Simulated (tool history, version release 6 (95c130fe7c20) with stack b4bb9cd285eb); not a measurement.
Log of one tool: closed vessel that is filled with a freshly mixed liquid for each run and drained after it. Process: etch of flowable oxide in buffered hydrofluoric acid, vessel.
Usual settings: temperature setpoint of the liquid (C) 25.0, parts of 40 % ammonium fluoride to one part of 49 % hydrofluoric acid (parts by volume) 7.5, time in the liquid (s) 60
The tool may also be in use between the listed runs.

run    hour  temperature setpoint of the liquid (C)  parts of 40 % ammonium fluoride to one part of 49 % hydrofluoric acid (parts by volume)  time in the liquid (s)  wafers since the last listed run  hours since the thermometer was replaced  hours since the hydrofluoric acid flow meter was replaced  hours since the gauge calibration  read-back film thickness of the flowable oxide reference wafer, read on the same gauge (nm)  thickness taken off the flowable oxide on a monitor wafer (nm)
  1     0.0                                    25.0                                                                                      8.5                      60                                 0                                      29.2                                                       60.8                              998.1                                                                                       100.01                                                          232.64
  2    95.4                                    25.0                                                                                      8.5                      60                             12699                                     124.6                                                      156.2                             1093.5                                                                                       100.01                                                          240.35
  3   202.4                                    25.0                                                                                      8.5                      60                             14243                                     231.6                                                      263.2                             1200.5                                                                                       100.00                                                          242.92
  4   241.7                                    25.0                                                                                      7.5                      60                              5231                                     270.9                                                      302.5                             1239.8                                                                                       100.00                                                          273.36
  5   326.3                                    25.0                                                                                      7.5                      60                             11261                                     355.5                                                      387.1                             1324.4                                                                                        99.99                                                          275.06
  6   394.4                                    25.0                                                                                      7.5                      60                              9065                                     423.6                                                      455.2                             1392.5                                                                                        99.99                                                          284.50
  7   483.5                                    25.0                                                                                      7.5                      60                             11860                                     512.7                                                      544.3                             1481.6                                                                                       100.03                                                          283.63
      517.6  -- thermometer replaced
  8   581.7                                    22.5                                                                                      7.5                      40                             12938                                      64.1                                                      642.5                             1579.8                                                                                       100.03                                                          165.90
  9   675.6                                    22.5                                                                                      7.5                      40                             12499                                     158.0                                                      736.4                             1673.7                                                                                       100.02                                                          170.64
      814.2  -- hydrofluoric acid flow meter replaced
 10   880.8                                    22.5                                                                                      7.5                      40                             27182                                     363.2                                                       66.6                             1878.9                                                                                       100.01                                                          159.27
      960.3  -- gauge calibrated
 11   962.5                                    25.0                                                                                      7.5                      60                             10875                                     444.9                                                      148.3                                2.2                                                                                        99.96                                                          275.06
 12  1044.1                                    25.0                                                                                      7.5                      60                             10862                                     526.5                                                      229.9                               83.8                                                                                       100.00                                                          276.44
     1089.4  -- thermometer replaced
 13  1090.3                                    25.0                                                                                      7.5                      60                              6016                                       0.9                                                      276.1                              130.0                                                                                        99.99                                                          279.82
 14  1140.1                                    25.0                                                                                      9.0                      60                              6629                                      50.7                                                      325.9                              179.8                                                                                       100.02                                                          230.05
 15  1233.5                                    25.0                                                                                      7.5                      45                             12432                                     144.1                                                      419.3                              273.2                                                                                       100.00                                                          210.38
 16  1338.2                                    22.5                                                                                      8.5                      30                             13937                                     248.8                                                      524.0                              377.9                                                                                        99.95                                                          109.27
 17  1391.2                                    25.0                                                                                      7.5                      60                              7055                                     301.8                                                      577.0                              430.9                                                                                       100.01                                                          288.75
 18  1482.5                                    30.0                                                                                     10.0                      90                             12153                                     393.1                                                      668.3                              522.2                                                                                        99.99                                                          427.59
 19  1532.5                                    20.5                                                                                      6.0                      40                              6655                                     443.1                                                      718.3                              572.2                                                                                        99.95                                                          183.42
     1570.9  -- thermometer replaced
 20  1606.4                                    20.0                                                                                      7.5                      60                              9704                                      35.5                                                      792.2                              646.1                                                                                       100.00                                                          221.17
     1643.8  -- hydrofluoric acid flow meter replaced
 21  1655.3                                    25.0                                                                                      6.0                      60                              6376                                      84.4                                                       11.5                              695.0                                                                                       100.01                                                          329.84
 22  1734.6                                    26.5                                                                                     10.0                      50                             10556                                     163.7                                                       90.8                              774.3                                                                                        99.99                                                          184.37
 23  1831.3                                    25.0                                                                                      7.5                      90                             12872                                     260.4                                                      187.5                              871.0                                                                                        99.98                                                          411.79
 24  1875.6                                    26.5                                                                                     10.0                      60                              5897                                     304.7                                                      231.8                              915.3                                                                                        99.98                                                          228.82
 25  1954.2                                    25.0                                                                                      7.5                      60                             10462                                     383.3                                                      310.4                              993.9                                                                                       100.01                                                          276.29
 26  2006.2                                    23.5                                                                                      7.5                      85                              6921                                     435.3                                                      362.4                             1045.9                                                                                        99.98                                                          367.06
     2056.2  -- thermometer replaced
 27  2101.7                                    25.0                                                                                      7.5                      60                             12579                                      45.5                                                      457.9                             1141.4                                                                                        99.97                                                          286.77
 28  2193.1                                    28.5                                                                                      7.5                      60                             12166                                     136.9                                                      549.3                             1232.8                                                                                       100.03                                                          339.48

Forecast each of these 3 alternatives for the next run:
  A  2193.8                                    23.5                                                                                      7.5                      60                                93                                     137.6                                                      550.0                             1233.5                                                                                            ?                                                               ?
  B  2193.8                                    20.0                                                                                      9.5                      70                                93                                     137.6                                                      550.0                             1233.5                                                                                            ?                                                               ?
  C  2193.8                                    25.0                                                                                      5.0                      90                                93                                     137.6                                                      550.0                             1233.5                                                                                            ?                                                               ?

run  read-back film thickness of the flowable oxide reference wafer, read on the same gauge (nm)  thickness taken off the flowable oxide on a monitor wafer (nm)
  A                                                                                       100.03                                                          261.78
  B                                                                                       100.03                                                          194.84
  C                                                                                       100.03                                                          606.79
Without the tool's hidden state the same runs would have given:
run  thickness taken off the flowable oxide on a monitor wafer (nm)
  A                                                          245.58
  B                                                          187.28
  C                                                          574.08
